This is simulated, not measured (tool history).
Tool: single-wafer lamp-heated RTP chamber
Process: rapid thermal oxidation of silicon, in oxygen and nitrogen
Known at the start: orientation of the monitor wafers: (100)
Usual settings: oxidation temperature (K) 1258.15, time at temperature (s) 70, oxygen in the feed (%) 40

run    hour  oxidation temperature (K)  time at temperature (s)  oxygen in the feed (%)  read-back reference wafer on the same gauge, thickness  oxide thickness on the monitor wafer (nm)
  1     0.0                    1238.15                       70                      40                                                   4.346                                      3.604
  2    68.0                    1238.15                       70                      40                                                   4.354                                      3.612
  3   142.8                    1258.15                       70                      40                                                   4.345                                      4.089
      158.8  -- pyrometer window cleaned and pyrometer calibrated
  4   193.5                    1258.15                       70                      40                                                   4.350                                      4.127
  5   297.7                    1258.15                       70                      40                                                   4.353                                      4.122
  6   400.4                    1258.15                       70                      40                                                   4.358                                      4.120
      420.7  -- oxygen flow controller replaced
  7   449.9                    1258.15                       94                      40                                                   4.348                                      4.621
  8   526.2                    1258.15                       86                      40                                                   4.356                                      4.444
      550.2  -- pyrometer window cleaned and pyrometer calibrated
  9   628.4                    1241.15                      102                      40                                                   4.354                                      4.254
 10   734.4                    1229.15                       96                      40                                                   4.346                                      3.813
      749.8  -- gauge calibrated
 11   807.3                    1258.15                       81                      40                                                   4.353                                      4.306
 12   883.8                    1258.15                       70                      40                                                   4.343                                      4.105
 13   922.7                    1281.15                       43                      40                                                   4.350                                      3.933
      935.4  -- pyrometer window cleaned and pyrometer calibrated
 14  1023.0                    1269.15                       98                      63                                                   4.359                                      5.913
 15  1061.0                    1258.15                       70                      40                                                   4.346                                      4.132

The tool's hidden state at each run:
true wafer temperature minus pyrometer reading, K: 0 in every run
deviation of the oxygen flow from its setpoint, %: 0 in every run
gauge reads high (%): 0 in every run

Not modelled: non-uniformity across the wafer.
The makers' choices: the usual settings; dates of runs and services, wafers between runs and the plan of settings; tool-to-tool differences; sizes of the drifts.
